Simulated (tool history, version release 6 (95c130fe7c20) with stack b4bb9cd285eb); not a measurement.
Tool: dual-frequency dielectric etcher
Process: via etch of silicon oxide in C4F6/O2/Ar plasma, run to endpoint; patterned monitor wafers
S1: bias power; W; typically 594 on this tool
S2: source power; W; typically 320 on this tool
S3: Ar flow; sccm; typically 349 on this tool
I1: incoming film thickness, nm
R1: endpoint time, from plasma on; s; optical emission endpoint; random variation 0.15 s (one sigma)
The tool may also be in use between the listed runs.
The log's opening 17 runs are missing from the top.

-- hour=527.1 bias power generator calibrated
run 18 hour=541.7 | S1=517 S2=320 S3=322 | I1=80.2 | R1=21
run 19 hour=577 | S1=724 S2=360 S3=349 | I1=80 | R1=15.8
run 20 hour=612.1 | S1=594 S2=320 S3=349 | I1=78.8 | R1=18.6
run 21 hour=634 | S1=467 S2=250 S3=304 | I1=79.7 | R1=24.3
run 22 hour=715.4 | S1=684 S2=280 S3=314 | I1=79.2 | R1=18
run 23 hour=733.7 | S1=594 S2=320 S3=349 | I1=79.5 | R1=18.6
run 24 hour=756.2 | S1=594 S2=320 S3=349 | I1=79.4 | R1=18.4
run 25 hour=770.5 | S1=474 S2=300 S3=400 | I1=78.6 | R1=22.4

Run 26 is up next; what results do you expect?
run 26 hour=796.6 | S1=489 S2=270 S3=316 | I1=78.8 | R1=?

R1: 22.7 s
The same run, on a tool lacking any hidden state, would have yielded R1 23.6 s.
